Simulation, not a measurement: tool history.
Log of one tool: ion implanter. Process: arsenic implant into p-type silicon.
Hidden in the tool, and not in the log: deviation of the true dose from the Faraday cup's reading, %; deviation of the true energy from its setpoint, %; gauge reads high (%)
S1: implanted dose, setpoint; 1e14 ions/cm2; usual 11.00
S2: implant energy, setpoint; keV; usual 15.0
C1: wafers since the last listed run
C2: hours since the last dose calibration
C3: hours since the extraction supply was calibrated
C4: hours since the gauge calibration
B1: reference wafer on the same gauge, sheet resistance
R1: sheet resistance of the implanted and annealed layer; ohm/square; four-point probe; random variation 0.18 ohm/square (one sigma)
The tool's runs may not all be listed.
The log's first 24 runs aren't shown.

run,hour,S1,S2,C1,C2,C3,C4,B1,R1
25,714.4,11.00,15.0,632,363.8,431.0,188.5,120.99,122.51
26,740.9,9.58,15.0,485,390.3,457.5,215.0,121.13,132.14
27,769.9,11.00,15.0,531,419.3,486.5,244.0,120.99,122.73
28,788.8,13.64,15.0,346,438.2,505.4,262.9,120.91,112.16
29,805.6,11.00,13.5,307,455.0,522.2,279.7,120.99,124.85
30,839.1,11.00,15.0,613,488.5,555.7,313.2,121.04,122.62
31,857.9,11.00,13.5,344,507.3,574.5,332.0,121.01,124.68
32,878.0,7.91,11.0,368,527.4,594.6,352.1,120.97,153.68
33,902.7,11.00,15.0,452,552.1,619.3,376.8,121.00,122.87
34,924.2,11.00,16.5,393,573.6,640.8,398.3,121.06,121.18

Forecast each of these 4 alternatives for the next run:
A,924.6,11.00,15.0,7,574.0,641.2,398.7,?,?
B,924.6,12.22,15.0,7,574.0,641.2,398.7,?,?
C,924.6,8.35,20.0,7,574.0,641.2,398.7,?,?
D,924.6,9.96,15.0,7,574.0,641.2,398.7,?,?

run,B1,R1
A,120.99,122.86
B,120.99,117.09
C,120.99,137.08
D,120.99,129.34
Without the tool's hidden state the same runs would have given:
run,R1
A,122.60
B,116.87
C,136.69
D,129.04
